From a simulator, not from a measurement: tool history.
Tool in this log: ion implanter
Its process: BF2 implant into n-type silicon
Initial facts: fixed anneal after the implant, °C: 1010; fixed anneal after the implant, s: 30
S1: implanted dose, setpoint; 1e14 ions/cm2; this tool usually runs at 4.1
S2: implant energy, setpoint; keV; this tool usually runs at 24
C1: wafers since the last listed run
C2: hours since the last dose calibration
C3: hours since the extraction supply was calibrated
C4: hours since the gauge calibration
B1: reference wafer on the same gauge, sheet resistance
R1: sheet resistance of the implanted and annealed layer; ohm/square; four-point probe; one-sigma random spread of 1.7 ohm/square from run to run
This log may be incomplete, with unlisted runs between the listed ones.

run	hour	S1	S2	C1	C2	C3	C4	B1	R1
1	0	4.69	28	0	584.6	2478	269.5	318.11	259.03
# hour 9: Faraday cup replaced and dose calibrated
2	63.2	4.1	24	921	54.2	2541.2	332.7	318.23	284.89
3	106.4	4.1	24	721	97.4	2584.4	375.9	317.89	286.64
4	176.5	3.84	24	1170	167.5	2654.5	446	318.73	303.78
5	225.3	3.84	24	814	216.3	2703.3	494.8	318.53	300.75
6	288.4	3.84	24	1053	279.4	2766.4	557.9	317.85	305.45
7	316.9	4.1	24	475	307.9	2794.9	586.4	317.91	288.65
8	342.2	4.1	24	422	333.2	2820.2	611.7	318.13	288.24
9	398.9	4.1	24	946	389.9	2876.9	668.4	317.98	289.52
10	444.6	4.1	24	762	435.6	2922.6	714.1	318.48	293.78
11	514.9	4.1	19.5	1173	505.9	2992.9	784.4	318.65	300.91
12	566.2	4.1	19.5	856	557.2	3044.2	835.7	318.12	302.29
# hour 587.5: Faraday cup replaced and dose calibrated
# hour 610.5: extraction supply calibrated
13	661.6	3.43	24	1325	74.1	51.1	931.1	317.72	337.22
14	719.5	3.52	24	966	132	109	989	318.45	328.35
15	767.2	5.24	24	796	179.7	156.7	1036.7	318.41	239.28
16	794.2	3.13	22	450	206.7	183.7	1063.7	317.44	366.37
17	842.6	4.1	24	808	255.1	232.1	1112.1	317.87	293.71
18	899.7	3.65	27.5	953	312.2	289.2	1169.2	317.77	318.56
19	945	3.51	26.5	756	357.5	334.5	1214.5	317.41	326.66
20	975.6	4.1	24	510	388.1	365.1	1245.1	317.33	291.94
21	1029.9	4.97	24	906	442.4	419.4	1299.4	317.85	253.79
22	1082.4	4.1	20.5	876	494.9	471.9	1351.9	317.6	301.61
23	1130.8	3.7	17.5	808	543.3	520.3	1400.3	318.35	333.37
24	1178	4.1	16	787	590.5	567.5	1447.5	317.43	312.95
# hour 1230.5: Faraday cup replaced and dose calibrated
25	1249.2	4.43	20	1055	18.7	638.7	1518.7	318.32	279.07
26	1315.3	4.45	31	1103	84.8	704.8	1584.8	318.07	262.8
# hour 1316.9: gauge calibrated
27	1357.7	4.1	29	707	127.2	747.2	40.8	318.11	283.37
28	1412.9	3.08	20.5	921	182.4	802.4	96	318.08	374.96
29	1458	4.1	24	752	227.5	847.5	141.1	318.16	292.66
30	1512.1	4.59	28.5	903	281.6	901.6	195.2	318.13	264.48
31	1574.8	4.1	16.5	1046	344.3	964.3	257.9	318.52	308.2
32	1627.4	5.17	32	878	396.9	1016.9	310.5	317.81	235.57
33	1692	2.89	31	1078	461.5	1081.5	375.1	318.36	384.99
34	1758	4.1	24	1101	527.5	1147.5	441.1	318.01	296.79
35	1790.1	3.59	21.5	535	559.6	1179.6	473.2	318.04	335.52
36	1838.3	3.51	26.5	804	607.8	1227.8	521.4	317.82	335.44
# hour 1861.3: Faraday cup replaced and dose calibrated
37	1900.7	4.53	24	908	39.4	1290.2	583.8	318.01	263.96
38	2092.3	4.69	29.5	3198	231	1481.8	775.4	317.74	251.57

For each run, what was the tool's unlogged condition?
deviation of the true energy from its setpoint, %: 0 in every run
gauge reads high (%): 0 in every run
H1: deviation of the true dose from the Faraday cup's reading, %
run	H1
1	-3.53
2	0.644
3	0.384
4	-0.0384
5	-0.332
6	-0.713
7	-0.884
8	-1.04
9	-1.38
10	-1.65
11	-2.08
12	-2.39
13	-0.844
14	-1.19
15	-1.48
16	-1.64
17	-1.93
18	-2.28
19	-2.55
20	-2.74
21	-3.06
22	-3.38
23	-3.67
24	-3.95
25	-0.494
26	-0.892
27	-1.15
28	-1.48
29	-1.75
30	-2.08
31	-2.46
32	-2.77
33	-3.16
34	-3.56
35	-3.75
36	-4.04
37	0.0304
38	-1.12

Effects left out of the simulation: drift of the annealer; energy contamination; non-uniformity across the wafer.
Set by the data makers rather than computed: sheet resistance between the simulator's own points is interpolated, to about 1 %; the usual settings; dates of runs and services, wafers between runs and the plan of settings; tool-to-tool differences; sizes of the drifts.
